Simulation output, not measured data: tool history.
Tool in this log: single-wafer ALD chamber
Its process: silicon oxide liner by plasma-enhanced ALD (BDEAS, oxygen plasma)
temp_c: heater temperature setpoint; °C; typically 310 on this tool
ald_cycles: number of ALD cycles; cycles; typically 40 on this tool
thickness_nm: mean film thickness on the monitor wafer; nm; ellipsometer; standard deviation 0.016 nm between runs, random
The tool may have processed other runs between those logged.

run   hour  temp_c  ald_cycles  wafers since the last listed run  hours since the last thermocouple change  hours since the gauge calibration  read-back reference wafer on the same gauge, thickness_nm  thickness_nm
  1    0.0     304          40                                 0                                    1248.6                              128.3                                                      3.979         4.027
  2   22.4     310          40                               113                                    1271.0                              150.7                                                      3.980         4.024
  3   37.3     310          40                                75                                    1285.9                              165.6                                                      3.983         4.013
  4   70.2     310          40                               166                                    1318.8                              198.5                                                      3.977         3.994
  5   86.0     310          40                                80                                    1334.6                              214.3                                                      3.977         4.008
  6  106.6     310          40                               104                                    1355.2                              234.9                                                      3.980         4.003
  7  125.8     310          40                                97                                    1374.4                              254.1                                                      3.976         4.017
  8  142.7     310          40                                85                                    1391.3                              271.0                                                      3.982         3.999
  9  167.9     310          40                               127                                    1416.5                              296.2                                                      3.979         4.001
     184.3  -- gauge calibrated
 10  192.7     310          40                               125                                    1441.3                                8.4                                                      3.984         4.029
 11  221.6     310          40                               146                                    1470.2                               37.3                                                      3.986         3.991
 12  254.2     310          35                               165                                    1502.8                               69.9                                                      3.980         3.514
 13  277.0     320          32                               115                                    1525.6                               92.7                                                      3.980         3.180
 14  295.0     321          45                                91                                    1543.6                              110.7                                                      3.979         4.457
 15  329.7     303          40                               176                                    1578.3                              145.4                                                      3.975         4.046
     359.0  -- thermocouple changed; heater temperature recalibrated
 16  359.5     310          40                               110                                       0.5                              175.2                                                      3.978         4.013
 17  381.9     321          40                               113                                      22.9                              197.6                                                      3.984         3.956
 18  397.3     306          46                                78                                      38.3                              213.0                                                      3.982         4.614
 19  432.4     321          35                               178                                      73.4                              248.1                                                      3.987         3.488
 20  461.7     314          44                               148                                     102.7                              277.4                                                      3.979         4.403
     470.5  -- gauge calibrated
 21  475.9     310          40                                72                                     116.9                                5.4                                                      3.987         4.020
 22  488.0     302          48                                61                                     129.0                               17.5                                                      3.978         4.858
 23  504.5     296          36                                83                                     145.5                               34.0                                                      3.979         3.681
 24  529.2     321          45                               125                                     170.2                               58.7                                                      3.980         4.463
 25  547.1     315          38                                90                                     188.1                               76.6                                                      3.976         3.803

Exercise: give the hidden state of the tool at every run:
wafer temperature above the value expected at the setpoint (K): 0 on each run
gauge reads high (%): 0 on each run

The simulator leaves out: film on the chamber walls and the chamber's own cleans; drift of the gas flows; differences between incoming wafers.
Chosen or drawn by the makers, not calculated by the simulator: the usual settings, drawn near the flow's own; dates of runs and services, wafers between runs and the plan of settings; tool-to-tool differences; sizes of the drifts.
